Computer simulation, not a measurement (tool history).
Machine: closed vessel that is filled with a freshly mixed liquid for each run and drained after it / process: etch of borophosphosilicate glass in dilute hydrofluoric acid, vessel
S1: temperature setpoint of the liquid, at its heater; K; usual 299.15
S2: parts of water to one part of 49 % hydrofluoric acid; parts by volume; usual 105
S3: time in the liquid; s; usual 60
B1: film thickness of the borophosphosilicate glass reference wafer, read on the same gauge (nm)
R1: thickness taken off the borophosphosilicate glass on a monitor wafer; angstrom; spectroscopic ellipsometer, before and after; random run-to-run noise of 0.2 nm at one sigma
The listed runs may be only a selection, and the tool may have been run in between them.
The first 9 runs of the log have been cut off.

{"run": 10, "day": 4.658, "S1": 299.15, "S2": 105, "S3": 60, "B1": 130.01, "R1": 280.8}
{"run": 11, "day": 4.942, "S1": 299.15, "S2": 105, "S3": 85, "B1": 130.01, "R1": 389.6}
{"run": 12, "day": 5.504, "S1": 297.65, "S2": 135, "S3": 60, "B1": 130.01, "R1": 195.0}
{"run": 13, "day": 5.958, "S1": 294.65, "S2": 135, "S3": 35, "B1": 130.0, "R1": 101.6}
{"day": 6.117, "done": "gauge calibrated"}
{"run": 14, "day": 6.529, "S1": 299.15, "S2": 105, "S3": 60, "B1": 129.97, "R1": 275.9}
{"run": 15, "day": 6.992, "S1": 296.15, "S2": 65, "S3": 75, "B1": 130.0, "R1": 516.5}
{"run": 16, "day": 7.454, "S1": 300.65, "S2": 135, "S3": 60, "B1": 129.99, "R1": 218.6}
{"run": 17, "day": 7.725, "S1": 300.65, "S2": 135, "S3": 60, "B1": 129.99, "R1": 222.2}
{"run": 18, "day": 8.275, "S1": 295.65, "S2": 85, "S3": 90, "B1": 130.0, "R1": 461.0}
{"run": 19, "day": 8.862, "S1": 299.15, "S2": 125, "S3": 45, "B1": 130.03, "R1": 172.4}
{"run": 20, "day": 9.383, "S1": 303.15, "S2": 85, "S3": 85, "B1": 130.02, "R1": 587.3}
{"run": 21, "day": 9.738, "S1": 299.15, "S2": 70, "S3": 35, "B1": 130.0, "R1": 253.3}
{"run": 22, "day": 10.408, "S1": 300.65, "S2": 85, "S3": 30, "B1": 129.96, "R1": 187.5}
{"run": 23, "day": 11.138, "S1": 302.15, "S2": 90, "S3": 45, "B1": 130.01, "R1": 276.8}
{"run": 24, "day": 11.588, "S1": 299.15, "S2": 75, "S3": 85, "B1": 130.03, "R1": 570.6}
{"run": 25, "day": 11.858, "S1": 299.15, "S2": 105, "S3": 60, "B1": 129.98, "R1": 282.5}
{"run": 26, "day": 12.404, "S1": 299.15, "S2": 105, "S3": 60, "B1": 130.02, "R1": 279.6}
{"run": 27, "day": 12.962, "S1": 299.15, "S2": 90, "S3": 85, "B1": 129.99, "R1": 473.2}
{"run": 28, "day": 14.888, "S1": 299.15, "S2": 105, "S3": 60, "B1": 129.99, "R1": 280.8}
{"run": 29, "day": 15.612, "S1": 295.15, "S2": 105, "S3": 75, "B1": 130.0, "R1": 296.0}
{"run": 30, "day": 15.912, "S1": 301.65, "S2": 105, "S3": 80, "B1": 130.01, "R1": 417.2}
{"run": 31, "day": 16.233, "S1": 295.15, "S2": 105, "S3": 30, "B1": 130.0, "R1": 119.0}

Alternative continuations, all from the tool just after run 31; predict every row:
{"run": "A", "day": 16.262, "S1": 299.15, "S2": 120, "S3": 60, "B1": "?", "R1": "?"}
{"run": "B", "day": 16.262, "S1": 300.65, "S2": 105, "S3": 60, "B1": "?", "R1": "?"}
{"run": "C", "day": 16.262, "S1": 303.65, "S2": 140, "S3": 90, "B1": "?", "R1": "?"}
{"run": "D", "day": 16.262, "S1": 294.65, "S2": 150, "S3": 40, "B1": "?", "R1": "?"}
{"run": "E", "day": 16.262, "S1": 299.15, "S2": 75, "S3": 60, "B1": "?", "R1": "?"}

run=A B1=130.00 R1=241.4
run=B B1=130.00 R1=297.8
run=C B1=130.00 R1=357.7
run=D B1=130.00 R1=104.5
run=E B1=130.00 R1=409.0
Stripped of hidden state, with their random variation kept, the same runs would have yielded:
run=A R1=236.1
run=B R1=291.3
run=C R1=349.7
run=D R1=102.2
run=E R1=400.4
